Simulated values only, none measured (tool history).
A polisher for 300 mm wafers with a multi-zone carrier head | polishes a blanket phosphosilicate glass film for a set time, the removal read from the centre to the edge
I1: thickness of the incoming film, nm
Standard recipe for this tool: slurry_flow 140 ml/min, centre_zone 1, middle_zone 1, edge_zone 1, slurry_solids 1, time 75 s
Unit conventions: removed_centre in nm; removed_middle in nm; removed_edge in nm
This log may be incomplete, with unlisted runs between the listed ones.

run 1 hour=0 | slurry_flow=165 centre_zone=1 middle_zone=1 edge_zone=1 slurry_solids=1 time=75 | I1=3523.8 | removed_centre=611 removed_middle=602.1 removed_edge=605.3
run 2 hour=42.3 | slurry_flow=165 centre_zone=1 middle_zone=1 edge_zone=1 slurry_solids=1 time=75 | I1=3567.7 | removed_centre=605.1 removed_middle=600.2 removed_edge=591.5
run 3 hour=95.9 | slurry_flow=140 centre_zone=1.08 middle_zone=1 edge_zone=1 slurry_solids=1 time=75 | I1=3598.9 | removed_centre=624.4 removed_middle=574.5 removed_edge=572.3
run 4 hour=168.5 | slurry_flow=140 centre_zone=1.08 middle_zone=1 edge_zone=1 slurry_solids=1 time=75 | I1=3509.2 | removed_centre=617.7 removed_middle=585.3 removed_edge=560.8
run 5 hour=229.4 | slurry_flow=140 centre_zone=1 middle_zone=1 edge_zone=1 slurry_solids=1 time=96 | I1=3562.8 | removed_centre=730.5 removed_middle=742.5 removed_edge=719.8
-- hour=265.8 centre zone pressure recalibrated
run 6 hour=323.2 | slurry_flow=140 centre_zone=1 middle_zone=1 edge_zone=1 slurry_solids=1 time=96 | I1=3593.7 | removed_centre=723.6 removed_middle=723.2 removed_edge=718.9
-- hour=337.8 worn pad replaced by a new one, repeated, since the last time left the tool worse
run 7 hour=375.4 | slurry_flow=140 centre_zone=1.09 middle_zone=1 edge_zone=1 slurry_solids=1 time=75 | I1=3554.1 | removed_centre=672.9 removed_middle=634.3 removed_edge=602.5
run 8 hour=470.9 | slurry_flow=140 centre_zone=1 middle_zone=0.94 edge_zone=0.9 slurry_solids=1 time=75 | I1=3470.6 | removed_centre=627.1 removed_middle=586.8 removed_edge=589.9
-- hour=507.6 slurry nozzle cleaned
run 9 hour=521.9 | slurry_flow=140 centre_zone=1 middle_zone=1 edge_zone=1 slurry_solids=1 time=49 | I1=3534.1 | removed_centre=405.9 removed_middle=410.6 removed_edge=395.4
run 10 hour=613.8 | slurry_flow=140 centre_zone=1.08 middle_zone=1 edge_zone=1 slurry_solids=1 time=75 | I1=3524.1 | removed_centre=657.3 removed_middle=606.4 removed_edge=628.1
-- hour=643.8 carrier head's membrane replaced by a new one
run 11 hour=695.4 | slurry_flow=165 centre_zone=1.05 middle_zone=1 edge_zone=1.04 slurry_solids=1 time=75 | I1=3476.2 | removed_centre=663.7 removed_middle=625 removed_edge=632.1
-- hour=764.3 centre zone pressure recalibrated
-- hour=768.6 worn pad replaced by a new one
run 12 hour=795.6 | slurry_flow=180 centre_zone=1.04 middle_zone=1.1 edge_zone=1 slurry_solids=1.25 time=75 | I1=3550.3 | removed_centre=767 removed_middle=794.3 removed_edge=711.3
-- hour=812.5 edge zone pressure recalibrated
run 13 hour=846.5 | slurry_flow=110 centre_zone=1 middle_zone=1 edge_zone=1 slurry_solids=1 time=54 | I1=3522.3 | removed_centre=418.7 removed_middle=433.9 removed_edge=433
run 14 hour=920 | slurry_flow=140 centre_zone=1.1 middle_zone=1 edge_zone=1 slurry_solids=0.7 time=75 | I1=3565.2 | removed_centre=563.6 removed_middle=511.6 removed_edge=509.4
run 15 hour=982.8 | slurry_flow=140 centre_zone=1 middle_zone=1 edge_zone=1 slurry_solids=1 time=75 | I1=3524.6 | removed_centre=611.9 removed_middle=611.8 removed_edge=606.8
run 16 hour=1056.5 | slurry_flow=140 centre_zone=1.12 middle_zone=1 edge_zone=1.03 slurry_solids=1 time=68 | I1=3555.9 | removed_centre=613.5 removed_middle=561.9 removed_edge=544.6
run 17 hour=1138.3 | slurry_flow=140 centre_zone=1.08 middle_zone=1 edge_zone=0.92 slurry_solids=1 time=88 | I1=3534.6 | removed_centre=767.2 removed_middle=711.6 removed_edge=691
-- hour=1161.7 worn pad replaced by a new one
run 18 hour=1230.6 | slurry_flow=155 centre_zone=1 middle_zone=1.1 edge_zone=1 slurry_solids=1 time=98 | I1=3581.9 | removed_centre=834.6 removed_middle=906.4 removed_edge=824.2
-- hour=1267.8 centre zone pressure recalibrated
run 19 hour=1308.7 | slurry_flow=165 centre_zone=1 middle_zone=1 edge_zone=1 slurry_solids=1 time=75 | I1=3507.5 | removed_centre=637.9 removed_middle=635.3 removed_edge=645.1
-- hour=1408.9 slurry nozzle cleaned
run 20 hour=1414.3 | slurry_flow=160 centre_zone=1 middle_zone=0.89 edge_zone=0.95 slurry_solids=1 time=75 | I1=3538.7 | removed_centre=632.1 removed_middle=580.5 removed_edge=616.7

Results for each run, recomputed without the tool's hidden state and with each run's random variation untouched:
Hidden state present: removal rate lost through wear of the pad, %; slurry flow missing at the pad, %; deviation of the centre zone's pressure from its setpoint, %; deviation of the edge zone's pressure from its setpoint, %.
run=1 removed_centre=659.1 removed_middle=649.5 removed_edge=653
run=2 removed_centre=655.4 removed_middle=650 removed_edge=640.7
run=3 removed_centre=679.8 removed_middle=625.5 removed_edge=623.1
run=4 removed_centre=677.3 removed_middle=641.8 removed_edge=614.9
run=5 removed_centre=805.7 removed_middle=819 removed_edge=793.9
run=6 removed_centre=805.6 removed_middle=805.1 removed_edge=800.3
run=7 removed_centre=678.8 removed_middle=639.8 removed_edge=607.8
run=8 removed_centre=638 removed_middle=597 removed_edge=600.2
run=9 removed_centre=414.9 removed_middle=419.7 removed_edge=404.1
run=10 removed_centre=677.6 removed_middle=625.1 removed_edge=647.4
run=11 removed_centre=689.3 removed_middle=649.1 removed_edge=656.4
run=12 removed_centre=770.8 removed_middle=798.2 removed_edge=714.8
run=13 removed_centre=422.7 removed_middle=438.1 removed_edge=437.1
run=14 removed_centre=572.8 removed_middle=519.9 removed_edge=517.7
run=15 removed_centre=625.4 removed_middle=625.2 removed_edge=620.1
run=16 removed_centre=631.3 removed_middle=578.2 removed_edge=560.4
run=17 removed_centre=795.4 removed_middle=737.8 removed_edge=716.4
run=18 removed_centre=839.9 removed_middle=912.2 removed_edge=829.4
run=19 removed_centre=646.5 removed_middle=643.8 removed_edge=653.8
run=20 removed_centre=646.7 removed_middle=593.9 removed_edge=631
